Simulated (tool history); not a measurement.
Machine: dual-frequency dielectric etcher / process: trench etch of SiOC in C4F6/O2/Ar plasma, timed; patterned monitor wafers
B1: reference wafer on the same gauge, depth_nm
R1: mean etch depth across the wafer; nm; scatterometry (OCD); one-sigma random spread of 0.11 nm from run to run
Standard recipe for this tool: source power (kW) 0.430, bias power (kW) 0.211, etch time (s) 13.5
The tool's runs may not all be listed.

run 1 hour=0.0 | source_power_(kW)=0.380 bias_power_(kW)=0.244 etch_time_(s)=13.5 | B1=26.18 | R1=29.78
run 2 hour=160.0 | source_power_(kW)=0.380 bias_power_(kW)=0.244 etch_time_(s)=13.5 | B1=26.18 | R1=29.94
-- hour=201.0 gauge calibrated
run 3 hour=202.9 | source_power_(kW)=0.430 bias_power_(kW)=0.237 etch_time_(s)=13.5 | B1=26.17 | R1=31.64
run 4 hour=262.7 | source_power_(kW)=0.430 bias_power_(kW)=0.237 etch_time_(s)=13.5 | B1=26.17 | R1=31.93
run 5 hour=309.4 | source_power_(kW)=0.430 bias_power_(kW)=0.211 etch_time_(s)=13.5 | B1=26.19 | R1=31.07
run 6 hour=353.2 | source_power_(kW)=0.430 bias_power_(kW)=0.211 etch_time_(s)=13.5 | B1=26.15 | R1=31.17
run 7 hour=420.7 | source_power_(kW)=0.430 bias_power_(kW)=0.211 etch_time_(s)=13.5 | B1=26.20 | R1=31.16
-- hour=456.9 wet clean of the chamber
run 8 hour=481.7 | source_power_(kW)=0.430 bias_power_(kW)=0.211 etch_time_(s)=13.5 | B1=26.18 | R1=30.70
-- hour=486.0 source power generator calibrated
run 9 hour=516.3 | source_power_(kW)=0.430 bias_power_(kW)=0.211 etch_time_(s)=13.5 | B1=26.18 | R1=29.82
-- hour=550.4 upper electrode replaced
run 10 hour=566.0 | source_power_(kW)=0.430 bias_power_(kW)=0.211 etch_time_(s)=13.5 | B1=26.19 | R1=29.81
run 11 hour=600.4 | source_power_(kW)=0.350 bias_power_(kW)=0.211 etch_time_(s)=13.5 | B1=26.27 | R1=26.90
run 12 hour=636.6 | source_power_(kW)=0.350 bias_power_(kW)=0.211 etch_time_(s)=13.5 | B1=26.18 | R1=26.90
run 13 hour=690.4 | source_power_(kW)=0.490 bias_power_(kW)=0.211 etch_time_(s)=13.5 | B1=26.16 | R1=32.15
run 14 hour=746.8 | source_power_(kW)=0.430 bias_power_(kW)=0.211 etch_time_(s)=13.5 | B1=26.21 | R1=29.86
run 15 hour=780.9 | source_power_(kW)=0.340 bias_power_(kW)=0.247 etch_time_(s)=13.5 | B1=26.22 | R1=27.77
run 16 hour=851.9 | source_power_(kW)=0.430 bias_power_(kW)=0.211 etch_time_(s)=13.5 | B1=26.21 | R1=30.14
-- hour=861.8 gauge calibrated
-- hour=866.8 bias power generator calibrated
run 17 hour=884.0 | source_power_(kW)=0.530 bias_power_(kW)=0.252 etch_time_(s)=13.5 | B1=26.19 | R1=35.26
run 18 hour=949.6 | source_power_(kW)=0.470 bias_power_(kW)=0.252 etch_time_(s)=17.5 | B1=26.22 | R1=43.10
-- hour=989.6 wet clean of the chamber
run 19 hour=990.9 | source_power_(kW)=0.430 bias_power_(kW)=0.211 etch_time_(s)=13.5 | B1=26.25 | R1=29.78
run 20 hour=1029.6 | source_power_(kW)=0.500 bias_power_(kW)=0.240 etch_time_(s)=11.0 | B1=26.19 | R1=26.95
run 21 hour=1074.5 | source_power_(kW)=0.430 bias_power_(kW)=0.211 etch_time_(s)=13.5 | B1=26.24 | R1=29.75
run 22 hour=1225.6 | source_power_(kW)=0.430 bias_power_(kW)=0.230 etch_time_(s)=15.0 | B1=26.23 | R1=34.16
run 23 hour=1276.7 | source_power_(kW)=0.370 bias_power_(kW)=0.211 etch_time_(s)=13.5 | B1=26.18 | R1=27.84
run 24 hour=1321.5 | source_power_(kW)=0.390 bias_power_(kW)=0.211 etch_time_(s)=16.5 | B1=26.19 | R1=35.13
run 25 hour=1362.7 | source_power_(kW)=0.490 bias_power_(kW)=0.160 etch_time_(s)=13.5 | B1=26.17 | R1=29.88
run 26 hour=1405.2 | source_power_(kW)=0.430 bias_power_(kW)=0.187 etch_time_(s)=13.5 | B1=26.20 | R1=29.17
run 27 hour=1470.0 | source_power_(kW)=0.470 bias_power_(kW)=0.252 etch_time_(s)=17.5 | B1=26.16 | R1=43.19
run 28 hour=1506.7 | source_power_(kW)=0.430 bias_power_(kW)=0.211 etch_time_(s)=13.5 | B1=26.18 | R1=30.27

Alternative continuations, all from the tool just after run 28; predict every row:
run A hour=1507.1 | source_power_(kW)=0.430 bias_power_(kW)=0.211 etch_time_(s)=13.5 | B1=? | R1=?
run B hour=1507.1 | source_power_(kW)=0.320 bias_power_(kW)=0.211 etch_time_(s)=13.5 | B1=? | R1=?
run C hour=1507.1 | source_power_(kW)=0.330 bias_power_(kW)=0.181 etch_time_(s)=15.5 | B1=? | R1=?
run D hour=1507.1 | source_power_(kW)=0.470 bias_power_(kW)=0.211 etch_time_(s)=14.5 | B1=? | R1=?
run E hour=1507.1 | source_power_(kW)=0.430 bias_power_(kW)=0.167 etch_time_(s)=10.0 | B1=? | R1=?

run=A B1=26.18 R1=30.65
run=B B1=26.18 R1=26.18
run=C B1=26.18 R1=29.29
run=D B1=26.18 R1=34.41
run=E B1=26.18 R1=21.31
What these runs would have given with no unlogged condition in the tool:
run=A R1=30.08
run=B R1=25.70
run=C R1=28.75
run=D R1=33.78
run=E R1=20.91
